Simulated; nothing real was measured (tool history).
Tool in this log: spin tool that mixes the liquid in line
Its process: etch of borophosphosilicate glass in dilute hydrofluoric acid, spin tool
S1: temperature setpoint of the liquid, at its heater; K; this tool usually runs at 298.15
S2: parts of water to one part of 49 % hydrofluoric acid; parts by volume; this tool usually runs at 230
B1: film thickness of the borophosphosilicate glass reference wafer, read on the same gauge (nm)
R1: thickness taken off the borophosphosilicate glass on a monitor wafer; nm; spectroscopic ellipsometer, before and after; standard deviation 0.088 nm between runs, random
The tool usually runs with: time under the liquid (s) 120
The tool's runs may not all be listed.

{"run": 1, "day": 0.0, "S1": 298.15, "S2": 230, "time under the liquid (s)": 120, "B1": 60.01, "R1": 10.73}
{"run": 2, "day": 3.171, "S1": 298.15, "S2": 230, "time under the liquid (s)": 120, "B1": 60.04, "R1": 10.91}
{"run": 3, "day": 6.754, "S1": 298.15, "S2": 230, "time under the liquid (s)": 120, "B1": 59.99, "R1": 10.88}
{"run": 4, "day": 8.317, "S1": 298.15, "S2": 145, "time under the liquid (s)": 120, "B1": 60.02, "R1": 19.09}
{"run": 5, "day": 10.579, "S1": 298.15, "S2": 145, "time under the liquid (s)": 120, "B1": 59.98, "R1": 18.94}
{"run": 6, "day": 13.662, "S1": 298.15, "S2": 270, "time under the liquid (s)": 120, "B1": 59.94, "R1": 8.96}
{"day": 13.925, "done": "hydrofluoric acid flow meter replaced"}
{"run": 7, "day": 16.196, "S1": 298.15, "S2": 270, "time under the liquid (s)": 120, "B1": 59.96, "R1": 8.95}
{"run": 8, "day": 19.342, "S1": 298.15, "S2": 150, "time under the liquid (s)": 120, "B1": 60.01, "R1": 17.92}

What does the tool deliver on the next run?
{"day": 20.246, "done": "gauge calibrated"}
{"run": 9, "day": 21.729, "S1": 298.15, "S2": 230, "time under the liquid (s)": 150, "B1": "?", "R1": "?"}

B1: 60.00
R1: 13.58 nm
Had the tool carried no hidden state, the very same run would have given R1 13.58 nm.
